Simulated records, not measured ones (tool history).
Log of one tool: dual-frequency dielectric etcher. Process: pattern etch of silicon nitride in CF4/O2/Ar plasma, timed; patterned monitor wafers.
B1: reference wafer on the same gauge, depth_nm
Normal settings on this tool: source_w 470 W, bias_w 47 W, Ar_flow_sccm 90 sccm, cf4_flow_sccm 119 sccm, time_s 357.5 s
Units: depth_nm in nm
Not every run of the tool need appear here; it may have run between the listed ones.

Run 1, day 0: usual settings; B1 666.9. Result: depth_nm 735.4 nm.
Run 2, day 0.783: usual settings but source_w 430 W; B1 666.4. Result: depth_nm 697.8 nm.
Run 3, day 1.55: usual settings but source_w 430 W; B1 666.5. Result: depth_nm 694.2 nm.
Run 4, day 2.75: usual settings; B1 667.1. Result: depth_nm 741.1 nm.
Run 5, day 3.904: usual settings but cf4_flow_sccm 108 sccm; B1 665.6. Result: depth_nm 742.5 nm.
Run 6, day 4.904: usual settings but cf4_flow_sccm 108 sccm; B1 665.4. Result: depth_nm 737.3 nm.
Run 7, day 6.267: usual settings; B1 666.1. Result: depth_nm 749.2 nm.
Run 8, day 7.117: usual settings; B1 666.5. Result: depth_nm 745.2 nm.
At day 8.333: source power generator calibrated.
Run 9, day 8.354: usual settings; B1 666.3. Result: depth_nm 749.6 nm.
At day 9.579: upper electrode replaced.
Run 10, day 9.6: usual settings but Ar_flow_sccm 97 sccm, time_s 448.5 s; B1 665.2. Result: depth_nm 938.2 nm.
At day 10.162: CF4 flow controller replaced.
Run 11, day 10.55: usual settings but bias_w 44 W, Ar_flow_sccm 75 sccm, time_s 260 s; B1 666.2. Result: depth_nm 544.8 nm.
At day 11.792: Ar flow controller replaced.
Run 12, day 11.812: usual settings but source_w 370 W, cf4_flow_sccm 97 sccm; B1 666.3. Result: depth_nm 627.4 nm.
At day 12.308: gauge calibrated.
Run 13, day 13.112: usual settings but source_w 510 W, bias_w 44 W, Ar_flow_sccm 109 sccm, time_s 258 s; B1 666.5. Result: depth_nm 555.9 nm.
At day 14.267: wet clean of the chamber.
Run 14, day 14.504: usual settings but Ar_flow_sccm 111 sccm, time_s 449 s; B1 666. Result: depth_nm 881.8 nm.
At day 14.938: bias power generator calibrated.
Run 15, day 15.038: usual settings but source_w 430 W, bias_w 41 W, cf4_flow_sccm 146 sccm, time_s 320 s; B1 665.6. Result: depth_nm 596.3 nm.
Run 16, day 15.542: usual settings; B1 665.7. Result: depth_nm 722.2 nm.
Run 17, day 17.629: usual settings but time_s 416 s; B1 666.1. Result: depth_nm 850.6 nm.
Run 18, day 18.933: usual settings but time_s 320 s; B1 666.5. Result: depth_nm 651.8 nm.

Branching from run 18: 4 alternative next runs. What would each branch give?
Run A, day 18.954: usual settings but Ar_flow_sccm 71 sccm; B1 ?. Result: depth_nm ?.
Run B, day 18.954: usual settings but time_s 409.5 s; B1 ?. Result: depth_nm ?.
Run C, day 18.954: usual settings but time_s 426 s; B1 ?. Result: depth_nm ?.
Run D, day 18.954: usual settings but source_w 580 W, bias_w 38 W, Ar_flow_sccm 104 sccm; B1 ?. Result: depth_nm ?.

run     B1  depth_nm
  A  666.5     751.2
  B  666.5     839.4
  C  666.5     873.2
  D  666.5     782.4
With the hidden condition removed and each run's random variation left untouched, the same runs would have given:
run  depth_nm
  A     748.3
  B     836.2
  C     869.9
  D     779.4
